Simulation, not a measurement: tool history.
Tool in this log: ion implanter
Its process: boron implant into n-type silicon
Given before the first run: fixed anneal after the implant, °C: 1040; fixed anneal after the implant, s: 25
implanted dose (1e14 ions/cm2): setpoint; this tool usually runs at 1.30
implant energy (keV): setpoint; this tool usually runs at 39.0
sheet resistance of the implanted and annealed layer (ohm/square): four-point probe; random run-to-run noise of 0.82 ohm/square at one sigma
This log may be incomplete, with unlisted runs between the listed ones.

| run | hour | implanted dose (1e14 ions/cm2) | implant energy (keV) | read-back reference wafer on the same gauge, sheet resistance | sheet resistance of the implanted and annealed layer (ohm/square) |
|---|---|---|---|---|---|
| 1 | 0.0 | 1.30 | 39.0 | 481.05 | 537.19 |
| 2 | 196.4 | 1.30 | 39.0 | 481.17 | 534.67 |
| 3 | 265.0 | 1.30 | 39.0 | 481.15 | 534.30 |
| 4 | 320.5 | 1.30 | 39.0 | 481.18 | 531.42 |
| 5 | 381.2 | 1.30 | 39.0 | 480.95 | 531.04 |
| 6 | 452.9 | 1.30 | 39.0 | 481.00 | 530.72 |
| 7 | 510.6 | 1.30 | 39.0 | 480.84 | 530.81 |
| 8 | 557.9 | 1.54 | 39.0 | 480.89 | 467.21 |
| 9 | 629.1 | 1.30 | 46.5 | 480.70 | 513.70 |
| 10 | 659.5 | 1.11 | 35.0 | 481.10 | 604.02 |
| 11 | 714.7 | 0.96 | 39.0 | 481.31 | 656.18 |
| 12 | 739.6 | 1.30 | 29.0 | 480.90 | 554.72 |
| 13 | 766.8 | 1.30 | 48.5 | 481.23 | 508.27 |
| 14 | 810.6 | 1.66 | 46.0 | 480.76 | 442.36 |
| 15 | 981.2 | 1.30 | 48.5 | 481.18 | 523.84 |
| 16 | 1010.5 | 1.30 | 32.0 | 480.79 | 562.13 |
| 17 | 1048.8 | 1.30 | 39.0 | 480.63 | 542.88 |
| 18 | 1110.8 | 0.97 | 33.5 | 480.90 | 688.39 |
| 19 | 1152.6 | 1.30 | 39.0 | 481.14 | 542.45 |

Not shown here: 3 entries made in the log between runs. Locate each between two listed runs and compare the hidden state at the listed run before it with the hidden state at the listed run after it:
From run 6 to run 7: gauge calibrated (hour 479.5); extraction supply calibrated (hour 497.3)
  deviation of the true dose from the Faraday cup's reading, %: 3.18 -> 3.36
  measured less the result without the state, sheet resistance of the implanted and annealed layer (ohm/square): -12.28 -> -12.98
From run 13 to run 14: Faraday cup replaced and dose calibrated (hour 800.5)
  deviation of the true dose from the Faraday cup's reading, %: 4.23 -> 0.109
  measured less the result without the state, sheet resistance of the implanted and annealed layer (ohm/square): -15.34 -> -0.36
